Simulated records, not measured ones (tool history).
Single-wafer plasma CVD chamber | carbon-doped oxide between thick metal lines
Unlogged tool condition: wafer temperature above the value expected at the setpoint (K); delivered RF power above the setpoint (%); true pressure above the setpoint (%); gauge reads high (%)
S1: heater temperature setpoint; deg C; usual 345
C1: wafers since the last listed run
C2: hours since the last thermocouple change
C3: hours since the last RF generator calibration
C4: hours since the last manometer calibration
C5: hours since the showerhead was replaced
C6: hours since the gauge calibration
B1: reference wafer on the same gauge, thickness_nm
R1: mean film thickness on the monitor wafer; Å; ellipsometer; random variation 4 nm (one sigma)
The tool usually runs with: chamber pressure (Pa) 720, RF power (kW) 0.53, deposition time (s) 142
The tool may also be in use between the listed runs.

{"run": 1, "hour": 0.0, "S1": 345, "chamber pressure (Pa)": 720, "RF power (kW)": 0.53, "deposition time (s)": 142, "C1": 0, "C2": 1849.7, "C3": 1656.5, "C4": 1878.7, "C5": 35.3, "C6": 1841.4, "B1": 715.861, "R1": 6739.57}
{"run": 2, "hour": 50.5, "S1": 345, "chamber pressure (Pa)": 720, "RF power (kW)": 0.53, "deposition time (s)": 142, "C1": 492, "C2": 1900.2, "C3": 1707, "C4": 1929.2, "C5": 85.8, "C6": 1891.9, "B1": 716.909, "R1": 6731.94}
{"hour": 72.2, "done": "RF generator calibrated"}
{"hour": 79.5, "done": "gauge calibrated"}
{"run": 3, "hour": 108.9, "S1": 345, "chamber pressure (Pa)": 720, "RF power (kW)": 0.53, "deposition time (s)": 142, "C1": 491, "C2": 1958.6, "C3": 36.7, "C4": 1987.6, "C5": 144.2, "C6": 29.4, "B1": 715.696, "R1": 6979.68}
{"run": 4, "hour": 159.3, "S1": 345, "chamber pressure (Pa)": 720, "RF power (kW)": 0.575, "deposition time (s)": 142, "C1": 491, "C2": 2009, "C3": 87.1, "C4": 2038, "C5": 194.6, "C6": 79.8, "B1": 717.63, "R1": 7321.32}
{"run": 5, "hour": 225.5, "S1": 345, "chamber pressure (Pa)": 720, "RF power (kW)": 0.53, "deposition time (s)": 131, "C1": 645, "C2": 2075.2, "C3": 153.3, "C4": 2104.2, "C5": 260.8, "C6": 146, "B1": 717.898, "R1": 6388.6}
{"run": 6, "hour": 258.7, "S1": 358, "chamber pressure (Pa)": 636, "RF power (kW)": 0.53, "deposition time (s)": 133, "C1": 323, "C2": 2108.4, "C3": 186.5, "C4": 2137.4, "C5": 294, "C6": 179.2, "B1": 716.882, "R1": 6206.44}
{"run": 7, "hour": 284.8, "S1": 345, "chamber pressure (Pa)": 720, "RF power (kW)": 0.53, "deposition time (s)": 142, "C1": 254, "C2": 2134.5, "C3": 212.6, "C4": 2163.5, "C5": 320.1, "C6": 205.3, "B1": 718.301, "R1": 6941.5}
{"run": 8, "hour": 347.0, "S1": 345, "chamber pressure (Pa)": 720, "RF power (kW)": 0.53, "deposition time (s)": 142, "C1": 606, "C2": 2196.7, "C3": 274.8, "C4": 2225.7, "C5": 382.3, "C6": 267.5, "B1": 717.28, "R1": 6914.65}
{"hour": 363.1, "done": "thermocouple changed; heater temperature recalibrated"}
{"run": 9, "hour": 408.2, "S1": 338, "chamber pressure (Pa)": 720, "RF power (kW)": 0.615, "deposition time (s)": 142, "C1": 518, "C2": 45.1, "C3": 336, "C4": 2286.9, "C5": 443.5, "C6": 328.7, "B1": 718.057, "R1": 7651.87}
{"run": 10, "hour": 433.1, "S1": 355, "chamber pressure (Pa)": 623, "RF power (kW)": 0.53, "deposition time (s)": 142, "C1": 242, "C2": 70, "C3": 360.9, "C4": 2311.8, "C5": 468.4, "C6": 353.6, "B1": 716.703, "R1": 6673.97}
{"run": 11, "hour": 462.4, "S1": 345, "chamber pressure (Pa)": 720, "RF power (kW)": 0.53, "deposition time (s)": 142, "C1": 285, "C2": 99.3, "C3": 390.2, "C4": 2341.1, "C5": 497.7, "C6": 382.9, "B1": 717.446, "R1": 6886.53}
{"hour": 491.2, "done": "capacitance manometer re-zeroed and calibrated"}
{"run": 12, "hour": 516.4, "S1": 358, "chamber pressure (Pa)": 637, "RF power (kW)": 0.63, "deposition time (s)": 142, "C1": 448, "C2": 153.3, "C3": 444.2, "C4": 25.2, "C5": 551.7, "C6": 436.9, "B1": 717.947, "R1": 7136.67}
{"run": 13, "hour": 552.0, "S1": 345, "chamber pressure (Pa)": 668, "RF power (kW)": 0.615, "deposition time (s)": 142, "C1": 346, "C2": 188.9, "C3": 479.8, "C4": 60.8, "C5": 587.3, "C6": 472.5, "B1": 716.461, "R1": 7310.14}
{"run": 14, "hour": 620.8, "S1": 337, "chamber pressure (Pa)": 541, "RF power (kW)": 0.58, "deposition time (s)": 162, "C1": 670, "C2": 257.7, "C3": 548.6, "C4": 129.6, "C5": 656.1, "C6": 541.3, "B1": 717.44, "R1": 8061.77}
{"run": 15, "hour": 667.5, "S1": 345, "chamber pressure (Pa)": 720, "RF power (kW)": 0.53, "deposition time (s)": 114, "C1": 455, "C2": 304.4, "C3": 595.3, "C4": 176.3, "C5": 702.8, "C6": 588, "B1": 717.767, "R1": 5443.22}
{"run": 16, "hour": 713.5, "S1": 345, "chamber pressure (Pa)": 648, "RF power (kW)": 0.53, "deposition time (s)": 142, "C1": 448, "C2": 350.4, "C3": 641.3, "C4": 222.3, "C5": 748.8, "C6": 634, "B1": 716.47, "R1": 6792.9}
{"run": 17, "hour": 775.7, "S1": 345, "chamber pressure (Pa)": 720, "RF power (kW)": 0.53, "deposition time (s)": 126, "C1": 606, "C2": 412.6, "C3": 703.5, "C4": 284.5, "C5": 811, "C6": 696.2, "B1": 718.314, "R1": 6132.3}
{"run": 18, "hour": 813.5, "S1": 345, "chamber pressure (Pa)": 720, "RF power (kW)": 0.53, "deposition time (s)": 126, "C1": 368, "C2": 450.4, "C3": 741.3, "C4": 322.3, "C5": 848.8, "C6": 734, "B1": 716.798, "R1": 6042.2}
{"run": 19, "hour": 843.8, "S1": 345, "chamber pressure (Pa)": 863, "RF power (kW)": 0.53, "deposition time (s)": 119, "C1": 295, "C2": 480.7, "C3": 771.6, "C4": 352.6, "C5": 879.1, "C6": 764.3, "B1": 717.302, "R1": 5799.88}
{"run": 20, "hour": 892.8, "S1": 345, "chamber pressure (Pa)": 568, "RF power (kW)": 0.53, "deposition time (s)": 168, "C1": 477, "C2": 529.7, "C3": 820.6, "C4": 401.6, "C5": 928.1, "C6": 813.3, "B1": 718.038, "R1": 7922.59}
{"run": 21, "hour": 936.0, "S1": 345, "chamber pressure (Pa)": 773, "RF power (kW)": 0.53, "deposition time (s)": 142, "C1": 420, "C2": 572.9, "C3": 863.8, "C4": 444.8, "C5": 971.3, "C6": 856.5, "B1": 715.89, "R1": 6851.91}
{"run": 22, "hour": 966.4, "S1": 345, "chamber pressure (Pa)": 864, "RF power (kW)": 0.53, "deposition time (s)": 142, "C1": 296, "C2": 603.3, "C3": 894.2, "C4": 475.2, "C5": 1001.7, "C6": 886.9, "B1": 715.753, "R1": 6932.52}
{"run": 23, "hour": 990.9, "S1": 335, "chamber pressure (Pa)": 875, "RF power (kW)": 0.46, "deposition time (s)": 142, "C1": 238, "C2": 627.8, "C3": 918.7, "C4": 499.7, "C5": 1026.2, "C6": 911.4, "B1": 716.866, "R1": 6615.88}
{"run": 24, "hour": 1059.2, "S1": 345, "chamber pressure (Pa)": 720, "RF power (kW)": 0.53, "deposition time (s)": 142, "C1": 665, "C2": 696.1, "C3": 987, "C4": 568, "C5": 1094.5, "C6": 979.7, "B1": 715.651, "R1": 6788.15}
{"run": 25, "hour": 1101.7, "S1": 351, "chamber pressure (Pa)": 879, "RF power (kW)": 0.53, "deposition time (s)": 154, "C1": 414, "C2": 738.6, "C3": 1029.5, "C4": 610.5, "C5": 1137, "C6": 1022.2, "B1": 717.902, "R1": 7390.49}
{"run": 26, "hour": 1136.1, "S1": 331, "chamber pressure (Pa)": 720, "RF power (kW)": 0.53, "deposition time (s)": 151, "C1": 335, "C2": 773, "C3": 1063.9, "C4": 644.9, "C5": 1171.4, "C6": 1056.6, "B1": 717.854, "R1": 7541.74}
{"run": 27, "hour": 1164.8, "S1": 359, "chamber pressure (Pa)": 897, "RF power (kW)": 0.565, "deposition time (s)": 163, "C1": 279, "C2": 801.7, "C3": 1092.6, "C4": 673.6, "C5": 1200.1, "C6": 1085.3, "B1": 717.339, "R1": 7891.68}

A few steps of R1 between consecutive runs. Split each: what settings, incoming material and random variation would produce without the hidden state, and what is left over for the hidden state, along with gauge scatter present in only one of the two compared results (measured, and without hidden state):
Run 2 -> 3: RF generator calibrated, gauge calibrated. R1 +247.74 Å: hidden state +269.51, all else -21.77.
Run 14 -> 15: S1 337 -> 345, chamber pressure (Pa) 541 -> 720, RF power (kW) 0.58 -> 0.53, deposition time (s) 162 -> 114. R1 -2618.55 Å: hidden state +62.77, all else -2681.32.
Run 19 -> 20: chamber pressure (Pa) 863 -> 568, deposition time (s) 119 -> 168. R1 +2122.71 Å: hidden state -79.34, all else +2202.05.

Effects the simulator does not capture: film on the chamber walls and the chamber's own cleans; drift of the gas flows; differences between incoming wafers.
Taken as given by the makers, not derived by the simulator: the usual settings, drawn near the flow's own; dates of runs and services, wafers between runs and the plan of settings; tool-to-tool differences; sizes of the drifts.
